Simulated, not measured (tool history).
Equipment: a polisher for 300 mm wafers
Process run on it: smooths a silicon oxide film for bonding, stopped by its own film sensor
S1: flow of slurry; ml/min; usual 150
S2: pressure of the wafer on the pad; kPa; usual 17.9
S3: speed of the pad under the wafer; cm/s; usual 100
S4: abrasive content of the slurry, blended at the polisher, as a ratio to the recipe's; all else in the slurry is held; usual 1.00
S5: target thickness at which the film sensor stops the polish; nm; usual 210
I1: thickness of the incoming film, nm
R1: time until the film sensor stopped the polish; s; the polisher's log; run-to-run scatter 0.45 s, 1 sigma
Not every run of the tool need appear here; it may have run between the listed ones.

run	hour	S1	S2	S3	S4	S5	I1	R1
1	0.0	150	17.9	100	1.00	212	240.5	31.4
2	62.4	150	17.9	100	1.00	210	241.3	35.0
# hour 98.8: slurry blender recalibrated
3	103.0	150	17.9	100	1.00	210	239.5	32.6
4	147.4	150	17.9	100	1.00	210	243.5	36.8
# hour 193.4: worn pad replaced by a new one
5	216.3	160	17.9	100	1.00	210	240.4	33.2
6	245.9	160	17.9	100	1.00	210	242.1	35.7
# hour 298.1: slurry blender recalibrated
7	314.1	160	17.9	100	1.00	210	244.4	37.0
8	384.5	150	17.9	100	1.00	210	243.9	38.6
9	421.1	150	17.9	100	1.00	210	241.1	33.4
# hour 434.9: worn pad replaced by a new one
10	458.4	150	17.9	100	1.00	210	239.3	32.4
11	525.4	150	15.9	100	1.00	213	239.9	33.8
# hour 552.3: slurry blender recalibrated
12	592.8	150	17.9	100	1.00	210	239.2	31.9
# hour 629.2: worn pad replaced by a new one
# hour 632.9: head pressure recalibrated
# hour 758.2: slurry nozzle cleaned
# hour 796.5: slurry blender recalibrated
13	797.9	150	17.9	100	1.00	210	238.6	31.6
# hour 837.5: worn pad replaced by a new one
14	838.5	110	17.9	64	1.00	210	239.6	49.5
15	890.9	150	17.9	112	1.20	200	236.1	33.4
16	930.0	135	17.9	100	1.00	201	237.6	42.7
17	958.1	150	17.9	100	1.00	210	236.8	29.7
# hour 996.7: slurry blender recalibrated
18	1021.5	150	22.8	126	1.20	210	241.1	20.8
19	1073.7	190	17.9	100	1.00	204	242.1	40.9
# hour 1078.8: worn pad replaced by a new one
20	1135.3	150	20.7	110	1.00	210	238.3	25.9

Below are 4 alternative next runs, each starting from the tool's condition after run 20. Predict each:
A	1135.7	150	17.9	100	1.00	210	239.8	?
B	1135.7	150	17.9	100	1.00	213	239.8	?
C	1135.7	150	17.9	76	1.00	203	239.8	?
D	1135.7	120	17.9	72	0.85	210	239.8	?

run	R1
A	33.2
B	29.9
C	51.0
D	48.2
Had the tool no hidden state, the same runs would have come out as:
run	R1
A	33.2
B	29.9
C	51.0
D	48.2
